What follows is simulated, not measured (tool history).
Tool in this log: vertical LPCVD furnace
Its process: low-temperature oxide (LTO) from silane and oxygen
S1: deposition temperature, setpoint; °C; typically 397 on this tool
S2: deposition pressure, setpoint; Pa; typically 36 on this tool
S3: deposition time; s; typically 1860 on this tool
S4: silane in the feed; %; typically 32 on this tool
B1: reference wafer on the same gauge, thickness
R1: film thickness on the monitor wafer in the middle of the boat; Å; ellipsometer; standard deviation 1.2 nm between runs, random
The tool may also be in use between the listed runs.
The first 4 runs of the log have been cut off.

run 5 hour=186.1 | S1=397 S2=36 S3=1860 S4=32 | B1=275.18 | R1=2615.3
run 6 hour=247.5 | S1=404 S2=36 S3=1860 S4=32 | B1=275.12 | R1=2818.4
run 7 hour=277.6 | S1=397 S2=36 S3=1860 S4=32 | B1=274.95 | R1=2628.5
run 8 hour=322.4 | S1=405 S2=36 S3=1200 S4=32 | B1=275.02 | R1=1870.5
run 9 hour=359.5 | S1=405 S2=40.7 S3=1110 S4=38 | B1=275.08 | R1=2399.9
run 10 hour=537.8 | S1=389 S2=42.7 S3=1860 S4=32 | B1=275.24 | R1=2854.5
run 11 hour=573.7 | S1=393 S2=28.7 S3=2400 S4=38 | B1=275.01 | R1=3238.6
-- hour=631.1 gauge calibrated
run 12 hour=638.8 | S1=397 S2=36 S3=1860 S4=32 | B1=275.07 | R1=2673
run 13 hour=697.2 | S1=397 S2=36 S3=1860 S4=26 | B1=275.06 | R1=1955.6
run 14 hour=768.1 | S1=407 S2=36 S3=1860 S4=29 | B1=275.29 | R1=2622.8
run 15 hour=818.8 | S1=393 S2=41.3 S3=1860 S4=27 | B1=274.8 | R1=2287.8
run 16 hour=889.4 | S1=409 S2=44.7 S3=1860 S4=32 | B1=274.95 | R1=3790.2
-- hour=940.5 pressure gauge zeroed
run 17 hour=941 | S1=393 S2=32.7 S3=1530 S4=28 | B1=275.06 | R1=1579.4
run 18 hour=964.2 | S1=400 S2=36 S3=1860 S4=32 | B1=274.96 | R1=2750.9
run 19 hour=998.9 | S1=391 S2=28 S3=1860 S4=32 | B1=274.96 | R1=1933.5
run 20 hour=1031.7 | S1=397 S2=30.7 S3=1860 S4=32 | B1=275.34 | R1=2253.9
-- hour=1071.2 silane flow controller replaced
run 21 hour=1088.9 | S1=404 S2=40.7 S3=2130 S4=26 | B1=275.16 | R1=2579.5
run 22 hour=1138.4 | S1=397 S2=38.7 S3=1230 S4=32 | B1=274.94 | R1=1780.6
run 23 hour=1167.6 | S1=397 S2=40.7 S3=1860 S4=27 | B1=275.36 | R1=2193.5
run 24 hour=1219.7 | S1=397 S2=36 S3=1860 S4=32 | B1=274.88 | R1=2521.3
run 25 hour=1284.3 | S1=397 S2=36 S3=1860 S4=32 | B1=274.77 | R1=2523.3
run 26 hour=1345.9 | S1=397 S2=38.7 S3=1860 S4=32 | B1=275.13 | R1=2688.2
run 27 hour=1406.2 | S1=397 S2=40.7 S3=1860 S4=32 | B1=275.14 | R1=2809.6
run 28 hour=1433.3 | S1=397 S2=30.7 S3=1590 S4=35 | B1=275.15 | R1=2070.1

Run 29 comes next. What will it give?
run 29 hour=1484.2 | S1=397 S2=28.7 S3=2100 S4=32 | B1=? | R1=?

{"run 29": {"B1": 275.37, "R1": 2286.4}}
If the tool had no hidden condition, the same run with the same run-to-run variation would have returned R1 2238.3 Å.
